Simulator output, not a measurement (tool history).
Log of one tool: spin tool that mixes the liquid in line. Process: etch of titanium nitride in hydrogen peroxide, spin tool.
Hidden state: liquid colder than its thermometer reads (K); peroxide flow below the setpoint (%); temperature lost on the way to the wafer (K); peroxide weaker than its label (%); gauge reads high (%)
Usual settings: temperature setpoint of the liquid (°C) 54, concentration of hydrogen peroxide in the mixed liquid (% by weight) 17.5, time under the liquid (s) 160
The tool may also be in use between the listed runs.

| run | hour | temperature setpoint of the liquid (°C) | concentration of hydrogen peroxide in the mixed liquid (% by weight) | time under the liquid (s) | wafers since the last listed run | hours since the thermometer was replaced | hours since the peroxide flow meter was replaced | hours since the heated supply line was repaired | hours since the drum of peroxide was connected | hours since the gauge calibration | read-back film thickness of the titanium nitride reference wafer, read on the same gauge (nm) | thickness taken off the titanium nitride on a monitor wafer (angstrom) |
|---|---|---|---|---|---|---|---|---|---|---|---|---|
| 1 | 0 | 60 | 17.5 | 160 | 0 | 1106.4 | 256 | 468.8 | 826.7 | 299.5 | 100.03 | 170 |
| 2 | 74.2 | 54 | 17.5 | 95 | 725 | 1180.6 | 330.2 | 543 | 900.9 | 373.7 | 100 | 67.2 |
| 3 | 120.9 | 54 | 17.5 | 160 | 456 | 1227.3 | 376.9 | 589.7 | 947.6 | 420.4 | 99.96 | 111.2 |
| 4 | 228.9 | 54 | 17.5 | 160 | 1055 | 1335.3 | 484.9 | 697.7 | 1055.6 | 528.4 | 100.03 | 112 |
| 5 | 283 | 54 | 17.5 | 160 | 528 | 1389.4 | 539 | 751.8 | 1109.7 | 582.5 | 100.01 | 109.6 |
| 6 | 344.6 | 54 | 17.5 | 160 | 602 | 1451 | 600.6 | 813.4 | 1171.3 | 644.1 | 99.99 | 109 |
| 7 | 449.9 | 54 | 17.5 | 160 | 1029 | 1556.3 | 705.9 | 918.7 | 1276.6 | 749.4 | 100.03 | 110.5 |
| 8 | 530.3 | 54 | 17.5 | 160 | 785 | 1636.7 | 786.3 | 999.1 | 1357 | 829.8 | 99.99 | 108.6 |
| 9 | 616.3 | 54 | 17.5 | 160 | 840 | 1722.7 | 872.3 | 1085.1 | 1443 | 915.8 | 100.04 | 108.7 |
| 10 | 708.4 | 59 | 17.5 | 160 | 900 | 1814.8 | 964.4 | 1177.2 | 1535.1 | 1007.9 | 99.96 | 153.8 |
|  | 718.6 | peroxide flow meter replaced |
|  | 785.9 | new drum of peroxide connected |
| 11 | 807 | 59 | 17.5 | 160 | 944 | 1913.4 | 88.4 | 1275.8 | 21.1 | 1106.5 | 100.02 | 155.2 |
| 12 | 872.9 | 54 | 16 | 160 | 644 | 1979.3 | 154.3 | 1341.7 | 87 | 1172.4 | 100.01 | 107.1 |
|  | 961.8 | thermometer replaced |
| 13 | 962.3 | 48 | 17.5 | 95 | 864 | 0.5 | 243.7 | 1431.1 | 176.4 | 1261.8 | 99.94 | 41.9 |
| 14 | 1060.2 | 60 | 17.5 | 160 | 956 | 98.4 | 341.6 | 1529 | 274.3 | 1359.7 | 100 | 163.5 |
| 15 | 1128 | 47.5 | 12.5 | 95 | 662 | 166.2 | 409.4 | 1596.8 | 342.1 | 1427.5 | 100.03 | 37.2 |
| 16 | 1187.1 | 63 | 14.5 | 160 | 577 | 225.3 | 468.5 | 1655.9 | 401.2 | 1486.6 | 99.98 | 193.5 |
| 17 | 1291 | 54 | 17.5 | 105 | 1015 | 329.2 | 572.4 | 1759.8 | 505.1 | 1590.5 | 99.96 | 69.9 |
| 18 | 1373.5 | 54 | 17.5 | 160 | 806 | 411.7 | 654.9 | 1842.3 | 587.6 | 1673 | 100 | 104.4 |
| 19 | 1416.5 | 63.5 | 19 | 205 | 420 | 454.7 | 697.9 | 1885.3 | 630.6 | 1716 | 99.96 | 264.6 |
| 20 | 1513.9 | 54 | 17.5 | 160 | 952 | 552.1 | 795.3 | 1982.7 | 728 | 1813.4 | 100.01 | 104 |
|  | 1557.4 | gauge calibrated |
| 21 | 1570.5 | 60.5 | 20 | 200 | 553 | 608.7 | 851.9 | 2039.3 | 784.6 | 13.1 | 100 | 210.9 |

The next listed run, before its measurement:
| 22 | 1652.2 | 54 | 17.5 | 160 | 798 | 690.4 | 933.6 | 2121 | 866.3 | 94.8 | ? | ? |

read-back film thickness of the titanium nitride reference wafer, read on the same gauge (nm): 99.96
thickness taken off the titanium nitride on a monitor wafer (angstrom): 104.6
Without the tool's hidden state the same run would have given thickness taken off the titanium nitride on a monitor wafer (angstrom) 116.9.

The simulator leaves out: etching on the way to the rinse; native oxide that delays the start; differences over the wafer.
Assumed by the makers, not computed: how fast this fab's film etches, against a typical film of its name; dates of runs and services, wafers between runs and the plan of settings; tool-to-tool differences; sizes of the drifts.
